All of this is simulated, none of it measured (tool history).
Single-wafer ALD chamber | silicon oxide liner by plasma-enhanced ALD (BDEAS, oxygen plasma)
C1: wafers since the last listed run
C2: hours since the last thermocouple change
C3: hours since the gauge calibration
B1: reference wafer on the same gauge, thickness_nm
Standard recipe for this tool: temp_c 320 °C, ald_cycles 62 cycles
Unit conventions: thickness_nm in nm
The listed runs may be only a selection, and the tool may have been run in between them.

Run 1, hour 0: usual settings; C1 0; C2 909.2; C3 304.3; B1 6.147. Result: thickness_nm 5.898 nm.
Run 2, hour 14.9: usual settings; C1 57; C2 924.1; C3 319.2; B1 6.148. Result: thickness_nm 5.897 nm.
Run 3, hour 25.9: usual settings; C1 42; C2 935.1; C3 330.2; B1 6.158. Result: thickness_nm 5.902 nm.
Run 4, hour 36: usual settings; C1 39; C2 945.2; C3 340.3; B1 6.156. Result: thickness_nm 5.873 nm.
Run 5, hour 46.7: usual settings; C1 41; C2 955.9; C3 351; B1 6.16. Result: thickness_nm 5.895 nm.
Run 6, hour 75.5: usual settings; C1 111; C2 984.7; C3 379.8; B1 6.161. Result: thickness_nm 5.937 nm.
Run 7, hour 87.8: usual settings but temp_c 316 °C, ald_cycles 52 cycles; C1 47; C2 997; C3 392.1; B1 6.172. Result: thickness_nm 4.982 nm.
Run 8, hour 112: usual settings but temp_c 316 °C, ald_cycles 52 cycles; C1 93; C2 1021.2; C3 416.3; B1 6.172. Result: thickness_nm 5.015 nm.
Run 9, hour 120.1: usual settings but temp_c 316 °C, ald_cycles 52 cycles; C1 31; C2 1029.3; C3 424.4; B1 6.17. Result: thickness_nm 5.008 nm.
Run 10, hour 129.4: usual settings; C1 35; C2 1038.6; C3 433.7; B1 6.172. Result: thickness_nm 5.918 nm.
Run 11, hour 168.6: usual settings; C1 151; C2 1077.8; C3 472.9; B1 6.175. Result: thickness_nm 5.935 nm.
Run 12, hour 178.7: usual settings; C1 39; C2 1087.9; C3 483; B1 6.188. Result: thickness_nm 5.91 nm.
Run 13, hour 192.8: usual settings; C1 54; C2 1102; C3 497.1; B1 6.184. Result: thickness_nm 5.964 nm.
Run 14, hour 211.4: usual settings; C1 71; C2 1120.6; C3 515.7; B1 6.189. Result: thickness_nm 5.932 nm.
Run 15, hour 218.4: usual settings; C1 27; C2 1127.6; C3 522.7; B1 6.18. Result: thickness_nm 5.927 nm.
Run 16, hour 231.9: usual settings; C1 52; C2 1141.1; C3 536.2; B1 6.192. Result: thickness_nm 5.923 nm.
At hour 242.4: thermocouple changed; heater temperature recalibrated.
Run 17, hour 246: usual settings but ald_cycles 71 cycles; C1 23; C2 3.6; C3 550.3; B1 6.191. Result: thickness_nm 6.804 nm.
Run 18, hour 254.5: usual settings but ald_cycles 71 cycles; C1 32; C2 12.1; C3 558.8; B1 6.197. Result: thickness_nm 6.788 nm.
Run 19, hour 268.4: usual settings; C1 53; C2 26; C3 572.7; B1 6.197. Result: thickness_nm 5.948 nm.
Run 20, hour 278.7: usual settings; C1 39; C2 36.3; C3 583; B1 6.202. Result: thickness_nm 5.92 nm.
Run 21, hour 294: usual settings; C1 59; C2 51.6; C3 598.3; B1 6.201. Result: thickness_nm 5.947 nm.
Run 22, hour 309.3: usual settings but temp_c 314 °C, ald_cycles 54 cycles; C1 59; C2 66.9; C3 613.6; B1 6.201. Result: thickness_nm 5.209 nm.
Run 23, hour 318.9: usual settings; C1 37; C2 76.5; C3 623.2; B1 6.209. Result: thickness_nm 5.942 nm.
At hour 331: gauge calibrated.
Run 24, hour 332.4: usual settings but temp_c 333 °C, ald_cycles 54 cycles; C1 52; C2 90; C3 1.4; B1 6.121. Result: thickness_nm 4.999 nm.
Run 25, hour 378.6: usual settings; C1 178; C2 136.2; C3 47.6; B1 6.134. Result: thickness_nm 5.854 nm.
Run 26, hour 390: usual settings but temp_c 306 °C, ald_cycles 50 cycles; C1 44; C2 147.6; C3 59; B1 6.137. Result: thickness_nm 4.85 nm.
Run 27, hour 399.7: usual settings but temp_c 334 °C, ald_cycles 57 cycles; C1 37; C2 157.3; C3 68.7; B1 6.125. Result: thickness_nm 5.27 nm.
Run 28, hour 412.3: usual settings but temp_c 329 °C, ald_cycles 72 cycles; C1 48; C2 169.9; C3 81.3; B1 6.127. Result: thickness_nm 6.731 nm.
Run 29, hour 425.4: usual settings but temp_c 329 °C, ald_cycles 59 cycles; C1 50; C2 183; C3 94.4; B1 6.138. Result: thickness_nm 5.494 nm.
Run 30, hour 433.2: usual settings but temp_c 309 °C, ald_cycles 51 cycles; C1 30; C2 190.8; C3 102.2; B1 6.136. Result: thickness_nm 4.942 nm.
Run 31, hour 448.5: usual settings but temp_c 310 °C, ald_cycles 66 cycles; C1 59; C2 206.1; C3 117.5; B1 6.135. Result: thickness_nm 6.349 nm.
Run 32, hour 463.9: usual settings but temp_c 332 °C, ald_cycles 71 cycles; C1 59; C2 221.5; C3 132.9; B1 6.137. Result: thickness_nm 6.633 nm.
Run 33, hour 474.7: usual settings but temp_c 327 °C, ald_cycles 53 cycles; C1 41; C2 232.3; C3 143.7; B1 6.134. Result: thickness_nm 4.99 nm.
Run 34, hour 487: usual settings but temp_c 324 °C, ald_cycles 55 cycles; C1 47; C2 244.6; C3 156; B1 6.141. Result: thickness_nm 5.198 nm.
Run 35, hour 495.9: usual settings; C1 34; C2 253.5; C3 164.9; B1 6.15. Result: thickness_nm 5.9 nm.
Run 36, hour 504.5: usual settings; C1 33; C2 262.1; C3 173.5; B1 6.146. Result: thickness_nm 5.926 nm.
Run 37, hour 517.5: usual settings but temp_c 306 °C, ald_cycles 56 cycles; C1 50; C2 275.1; C3 186.5; B1 6.149. Result: thickness_nm 5.469 nm.
Run 38, hour 526.6: usual settings but temp_c 316 °C; C1 35; C2 284.2; C3 195.6; B1 6.152. Result: thickness_nm 5.921 nm.
Run 39, hour 539.4: usual settings but temp_c 327 °C, ald_cycles 70 cycles; C1 49; C2 297; C3 208.4; B1 6.148. Result: thickness_nm 6.592 nm.

Each row is a separate what-if for the run after 39, all from the same tool condition, not one after another. Results?
Run A, hour 539.9: usual settings; C1 1; C2 297.5; C3 208.9; B1 ?. Result: thickness_nm ?.
Run B, hour 539.9: usual settings but temp_c 309 °C, ald_cycles 70 cycles; C1 1; C2 297.5; C3 208.9; B1 ?. Result: thickness_nm ?.
Run C, hour 539.9: usual settings but ald_cycles 58 cycles; C1 1; C2 297.5; C3 208.9; B1 ?. Result: thickness_nm ?.
Run D, hour 539.9: usual settings but temp_c 333 °C, ald_cycles 56 cycles; C1 1; C2 297.5; C3 208.9; B1 ?. Result: thickness_nm ?.

run     B1  thickness_nm
  A  6.156         5.884
  B  6.156         6.763
  C  6.156         5.504
  D  6.156         5.201
With no hidden state in the tool, these same runs would have given:
run  thickness_nm
  A         5.844
  B         6.717
  C         5.467
  D         5.166
